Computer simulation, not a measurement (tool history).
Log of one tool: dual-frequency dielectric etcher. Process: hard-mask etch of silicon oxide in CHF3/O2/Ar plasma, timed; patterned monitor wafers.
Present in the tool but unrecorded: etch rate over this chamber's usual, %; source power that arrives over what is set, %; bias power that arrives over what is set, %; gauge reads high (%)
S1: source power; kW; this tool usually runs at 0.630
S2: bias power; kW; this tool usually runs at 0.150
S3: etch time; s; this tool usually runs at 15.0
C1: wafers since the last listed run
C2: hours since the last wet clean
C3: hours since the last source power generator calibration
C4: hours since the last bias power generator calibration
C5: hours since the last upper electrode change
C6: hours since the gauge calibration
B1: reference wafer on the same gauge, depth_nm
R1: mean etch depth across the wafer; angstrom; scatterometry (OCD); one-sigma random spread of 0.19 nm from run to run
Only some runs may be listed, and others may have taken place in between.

run 1 day=0.000 | S1=0.630 S2=0.150 S3=13.0 | C1=0 C2=287.6 C3=3284.1 C4=2773.1 C5=4478.6 C6=598.9 | B1=23.77 | R1=253.2
-- day=2.992 wet clean of the chamber
run 2 day=3.012 | S1=0.630 S2=0.150 S3=15.0 | C1=637 C2=0.5 C3=3356.4 C4=2845.4 C5=4550.9 C6=671.2 | B1=23.69 | R1=292.1
run 3 day=4.179 | S1=0.680 S2=0.136 S3=15.0 | C1=369 C2=28.5 C3=3384.4 C4=2873.4 C5=4578.9 C6=699.2 | B1=23.71 | R1=291.3
run 4 day=6.254 | S1=0.680 S2=0.136 S3=15.0 | C1=657 C2=78.3 C3=3434.2 C4=2923.2 C5=4628.7 C6=749.0 | B1=23.67 | R1=292.5
run 5 day=7.438 | S1=0.630 S2=0.150 S3=15.0 | C1=374 C2=106.7 C3=3462.6 C4=2951.6 C5=4657.1 C6=777.4 | B1=23.73 | R1=294.4
run 6 day=9.708 | S1=0.630 S2=0.150 S3=15.0 | C1=719 C2=161.2 C3=3517.1 C4=3006.1 C5=4711.6 C6=831.9 | B1=23.69 | R1=291.4
run 7 day=10.729 | S1=0.630 S2=0.150 S3=15.0 | C1=323 C2=185.7 C3=3541.6 C4=3030.6 C5=4736.1 C6=856.4 | B1=23.70 | R1=289.7
run 8 day=12.754 | S1=0.630 S2=0.161 S3=15.0 | C1=641 C2=234.3 C3=3590.2 C4=3079.2 C5=4784.7 C6=905.0 | B1=23.68 | R1=302.2
run 9 day=14.500 | S1=0.630 S2=0.161 S3=15.0 | C1=553 C2=276.2 C3=3632.1 C4=3121.1 C5=4826.6 C6=946.9 | B1=23.68 | R1=299.1
-- day=17.338 upper electrode replaced
run 10 day=17.358 | S1=0.630 S2=0.161 S3=15.0 | C1=588 C2=344.8 C3=3700.7 C4=3189.7 C5=0.5 C6=1015.5 | B1=23.68 | R1=300.9
run 11 day=18.554 | S1=0.630 S2=0.150 S3=15.0 | C1=378 C2=373.5 C3=3729.4 C4=3218.4 C5=29.2 C6=1044.2 | B1=23.70 | R1=291.1
run 12 day=20.167 | S1=0.630 S2=0.150 S3=15.0 | C1=510 C2=412.2 C3=3768.1 C4=3257.1 C5=67.9 C6=1082.9 | B1=23.66 | R1=292.7
-- day=21.525 source power generator calibrated
-- day=22.325 wet clean of the chamber
run 13 day=22.346 | S1=0.630 S2=0.150 S3=15.0 | C1=383 C2=0.5 C3=19.7 C4=3309.4 C5=120.2 C6=1135.2 | B1=23.73 | R1=292.7
run 14 day=25.092 | S1=0.630 S2=0.150 S3=11.5 | C1=869 C2=66.4 C3=85.6 C4=3375.3 C5=186.1 C6=1201.1 | B1=23.69 | R1=223.5
run 15 day=26.362 | S1=0.630 S2=0.121 S3=15.0 | C1=402 C2=96.9 C3=116.1 C4=3405.8 C5=216.6 C6=1231.6 | B1=23.68 | R1=266.2
run 16 day=28.829 | S1=0.690 S2=0.150 S3=11.5 | C1=781 C2=156.1 C3=175.3 C4=3465.0 C5=275.8 C6=1290.8 | B1=23.71 | R1=235.5
run 17 day=31.567 | S1=0.540 S2=0.150 S3=15.0 | C1=867 C2=221.8 C3=241.0 C4=3530.7 C5=341.5 C6=1356.5 | B1=23.72 | R1=266.0
run 18 day=33.700 | S1=0.500 S2=0.164 S3=13.5 | C1=675 C2=273.0 C3=292.2 C4=3581.9 C5=392.7 C6=1407.7 | B1=23.73 | R1=236.1
run 19 day=36.446 | S1=0.710 S2=0.150 S3=15.0 | C1=869 C2=338.9 C3=358.1 C4=3647.8 C5=458.6 C6=1473.6 | B1=23.75 | R1=312.6
-- day=37.438 gauge calibrated
-- day=39.396 wet clean of the chamber
run 20 day=39.417 | S1=0.630 S2=0.161 S3=15.0 | C1=624 C2=0.5 C3=429.4 C4=3719.1 C5=529.9 C6=47.5 | B1=23.66 | R1=300.7
run 21 day=40.729 | S1=0.720 S2=0.174 S3=12.5 | C1=415 C2=32.0 C3=460.9 C4=3750.6 C5=561.4 C6=79.0 | B1=23.67 | R1=282.0
run 22 day=42.083 | S1=0.630 S2=0.129 S3=15.0 | C1=429 C2=64.5 C3=493.4 C4=3783.1 C5=593.9 C6=111.5 | B1=23.68 | R1=271.8
-- day=42.321 bias power generator calibrated
run 23 day=43.946 | S1=0.630 S2=0.150 S3=15.0 | C1=537 C2=109.2 C3=538.1 C4=39.0 C5=638.6 C6=156.2 | B1=23.73 | R1=294.5
run 24 day=44.988 | S1=0.630 S2=0.150 S3=12.5 | C1=330 C2=134.2 C3=563.1 C4=64.0 C5=663.6 C6=181.2 | B1=23.74 | R1=242.8
run 25 day=47.850 | S1=0.680 S2=0.136 S3=13.0 | C1=906 C2=202.9 C3=631.8 C4=132.7 C5=732.3 C6=249.9 | B1=23.71 | R1=252.4
run 26 day=51.362 | S1=0.540 S2=0.117 S3=12.0 | C1=1112 C2=287.2 C3=716.1 C4=217.0 C5=816.6 C6=334.2 | B1=23.67 | R1=189.2
run 27 day=53.854 | S1=0.630 S2=0.150 S3=15.0 | C1=789 C2=347.0 C3=775.9 C4=276.8 C5=876.4 C6=394.0 | B1=23.72 | R1=291.1

4 ways to go on from here, each from the tool as it stands after run 27. What would each give?
run A day=53.871 | S1=0.630 S2=0.150 S3=15.0 | C1=5 C2=347.4 C3=776.3 C4=277.2 C5=876.8 C6=394.4 | B1=? | R1=?
run B day=53.871 | S1=0.630 S2=0.176 S3=13.5 | C1=5 C2=347.4 C3=776.3 C4=277.2 C5=876.8 C6=394.4 | B1=? | R1=?
run C day=53.871 | S1=0.560 S2=0.150 S3=14.0 | C1=5 C2=347.4 C3=776.3 C4=277.2 C5=876.8 C6=394.4 | B1=? | R1=?
run D day=53.871 | S1=0.470 S2=0.150 S3=18.0 | C1=5 C2=347.4 C3=776.3 C4=277.2 C5=876.8 C6=394.4 | B1=? | R1=?

run=A B1=23.69 R1=294.1
run=B B1=23.69 R1=283.2
run=C B1=23.69 R1=255.2
run=D B1=23.69 R1=291.1
The same runs, with their run-to-run variation unchanged, on a tool lacking any hidden condition would have given:
run=A R1=294.1
run=B R1=283.2
run=C R1=255.2
run=D R1=291.1
